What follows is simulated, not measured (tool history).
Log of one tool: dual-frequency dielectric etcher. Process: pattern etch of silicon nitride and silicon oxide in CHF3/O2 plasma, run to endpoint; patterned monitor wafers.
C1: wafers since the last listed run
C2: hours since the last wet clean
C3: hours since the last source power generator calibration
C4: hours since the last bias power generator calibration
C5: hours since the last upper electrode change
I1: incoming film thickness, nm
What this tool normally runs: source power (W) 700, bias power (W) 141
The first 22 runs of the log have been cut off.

run 23 day=10.967 | source_power_(W)=860 bias_power_(W)=141 | C1=12 C2=325 C3=5.8 C4=2.1 C5=31.9 | I1=295.8 | endpoint_time_(s)=199.4
run 24 day=12.179 | source_power_(W)=700 bias_power_(W)=169 | C1=219 C2=354.1 C3=34.9 C4=31.2 C5=61 | I1=293.3 | endpoint_time_(s)=208.1
run 25 day=12.817 | source_power_(W)=620 bias_power_(W)=128 | C1=115 C2=369.4 C3=50.2 C4=46.5 C5=76.3 | I1=292.4 | endpoint_time_(s)=227.3
run 26 day=13.188 | source_power_(W)=530 bias_power_(W)=151 | C1=67 C2=378.3 C3=59.1 C4=55.4 C5=85.2 | I1=292 | endpoint_time_(s)=233.4
-- day=14.192 wet clean of the chamber
run 27 day=14.212 | source_power_(W)=700 bias_power_(W)=150 | C1=4 C2=0.5 C3=83.7 C4=80 C5=109.8 | I1=296.6 | endpoint_time_(s)=215.1
run 28 day=14.229 | source_power_(W)=550 bias_power_(W)=157 | C1=3 C2=0.9 C3=84.1 C4=80.4 C5=110.2 | I1=292.7 | endpoint_time_(s)=228.1
run 29 day=14.358 | source_power_(W)=850 bias_power_(W)=119 | C1=23 C2=4 C3=87.2 C4=83.5 C5=113.3 | I1=292.1 | endpoint_time_(s)=202.5
run 30 day=14.896 | source_power_(W)=700 bias_power_(W)=154 | C1=97 C2=16.9 C3=100.1 C4=96.4 C5=126.2 | I1=290.5 | endpoint_time_(s)=206.6
run 31 day=15.483 | source_power_(W)=780 bias_power_(W)=141 | C1=106 C2=31 C3=114.2 C4=110.5 C5=140.3 | I1=289.6 | endpoint_time_(s)=203.6
run 32 day=16.121 | source_power_(W)=700 bias_power_(W)=141 | C1=115 C2=46.3 C3=129.5 C4=125.8 C5=155.6 | I1=292.3 | endpoint_time_(s)=211.4

Estimate the outcome of run 33 from the log above:
run 33 day=16.525 | source_power_(W)=810 bias_power_(W)=176 | C1=73 C2=56 C3=139.2 C4=135.5 C5=165.3 | I1=295 | endpoint_time_(s)=?

For run 33 the tool returned endpoint time (s) 194.
Had the tool carried no hidden state, the very same run would have given endpoint time (s) 194.
